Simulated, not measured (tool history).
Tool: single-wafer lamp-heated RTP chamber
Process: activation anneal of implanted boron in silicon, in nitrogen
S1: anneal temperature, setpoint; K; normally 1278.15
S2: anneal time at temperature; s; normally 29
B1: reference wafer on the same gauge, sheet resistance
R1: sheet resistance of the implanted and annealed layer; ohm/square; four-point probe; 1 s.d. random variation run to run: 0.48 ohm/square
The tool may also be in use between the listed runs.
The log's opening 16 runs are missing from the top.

run 17 day=35.004 | S1=1278.15 S2=29 | B1=143.61 | R1=120.15
-- day=40.821 reflector plate cleaned
run 18 day=41.683 | S1=1278.15 S2=29 | B1=142.5 | R1=120.85
run 19 day=43.096 | S1=1252.15 S2=41 | B1=142.14 | R1=133.69
-- day=45.667 pyrometer window cleaned and pyrometer calibrated
run 20 day=45.688 | S1=1267.15 S2=29 | B1=141.74 | R1=125.49
run 21 day=47.254 | S1=1278.15 S2=29 | B1=141.43 | R1=119.12
run 22 day=49.754 | S1=1287.15 S2=29 | B1=140.94 | R1=113.27
run 23 day=51.054 | S1=1278.15 S2=29 | B1=140.89 | R1=118.74
-- day=56.942 gauge calibrated
run 24 day=57.725 | S1=1278.15 S2=29 | B1=144.3 | R1=121.55
run 25 day=60.029 | S1=1278.15 S2=29 | B1=144.61 | R1=121.52
-- day=60.679 pyrometer window cleaned and pyrometer calibrated
run 26 day=62.558 | S1=1293.15 S2=45 | B1=144.41 | R1=104.94
run 27 day=63.804 | S1=1297.15 S2=21 | B1=144.48 | R1=114.55
run 28 day=66.096 | S1=1278.15 S2=29 | B1=144.23 | R1=120.42
run 29 day=67.762 | S1=1294.15 S2=29 | B1=144.27 | R1=110.53
run 30 day=69.083 | S1=1278.15 S2=29 | B1=144 | R1=121
run 31 day=71.167 | S1=1288.15 S2=39 | B1=143.82 | R1=110.28
run 32 day=73.738 | S1=1278.15 S2=40 | B1=143.68 | R1=116.4
run 33 day=74.871 | S1=1278.15 S2=29 | B1=143.55 | R1=120.21
run 34 day=76.242 | S1=1278.15 S2=29 | B1=143.43 | R1=120.24
-- day=76.608 pyrometer window cleaned and pyrometer calibrated
run 35 day=78.354 | S1=1298.15 S2=18 | B1=143.33 | R1=113.38
run 36 day=79.917 | S1=1255.15 S2=42 | B1=143.3 | R1=131.75

Branching from run 36: 4 alternative next runs. What would each branch give?
run A day=79.933 | S1=1278.15 S2=29 | B1=? | R1=?
run B day=79.933 | S1=1298.15 S2=45 | B1=? | R1=?
run C day=79.933 | S1=1256.15 S2=42 | B1=? | R1=?
run D day=79.933 | S1=1278.15 S2=22 | B1=? | R1=?

run=A B1=143.15 R1=121.39
run=B B1=143.15 R1=101.93
run=C B1=143.15 R1=131.84
run=D B1=143.15 R1=125
Had the tool no hidden state, the same runs would have come out as:
run=A R1=122.93
run=B R1=103.22
run=C R1=133.52
run=D R1=126.59
